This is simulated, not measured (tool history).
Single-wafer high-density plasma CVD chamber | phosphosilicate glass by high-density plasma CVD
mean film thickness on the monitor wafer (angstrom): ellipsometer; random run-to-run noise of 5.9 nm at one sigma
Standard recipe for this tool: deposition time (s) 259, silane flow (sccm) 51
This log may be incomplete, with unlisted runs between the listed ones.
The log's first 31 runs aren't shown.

| run | hour | deposition time (s) | silane flow (sccm) | read-back reference wafer on the same gauge, thickness_nm | mean film thickness on the monitor wafer (angstrom) |
|---|---|---|---|---|---|
| 32 | 870.4 | 259 | 51 | 1275.540 | 13000.76 |
| 33 | 900.4 | 259 | 59 | 1278.808 | 15173.35 |
| 34 | 926.3 | 296 | 51 | 1278.795 | 14901.12 |
| 35 | 956.5 | 281 | 56 | 1279.208 | 15712.94 |
| 36 | 979.9 | 279 | 48 | 1279.032 | 13380.63 |
| 37 | 1005.1 | 220 | 46 | 1282.940 | 10058.20 |
| 38 | 1017.1 | 259 | 58 | 1278.887 | 14968.34 |
| 39 | 1081.7 | 259 | 51 | 1284.686 | 13103.28 |
| 40 | 1123.2 | 229 | 61 | 1288.417 | 14008.87 |
| 41 | 1142.4 | 259 | 51 | 1288.006 | 13333.80 |
| 42 | 1157.4 | 259 | 51 | 1289.073 | 13298.24 |
| 43 | 1186.4 | 228 | 51 | 1291.445 | 11635.42 |
| 44 | 1213.5 | 309 | 55 | 1293.208 | 17070.32 |

Branching from run 44: 3 alternative next runs. What would each branch give?
| A | 1214.0 | 209 | 51 | ? | ? |
| B | 1214.0 | 279 | 60 | ? | ? |
| C | 1214.0 | 307 | 51 | ? | ? |

| run | read-back reference wafer on the same gauge, thickness_nm | mean film thickness on the monitor wafer (angstrom) |
|---|---|---|
| A | 1288.706 | 10651.91 |
| B | 1288.706 | 16728.86 |
| C | 1288.706 | 15646.58 |
With the hidden condition removed and each run's random variation left untouched, the same runs would have given:
| run | mean film thickness on the monitor wafer (angstrom) |
|---|---|
| A | 10395.50 |
| B | 16326.16 |
| C | 15269.94 |
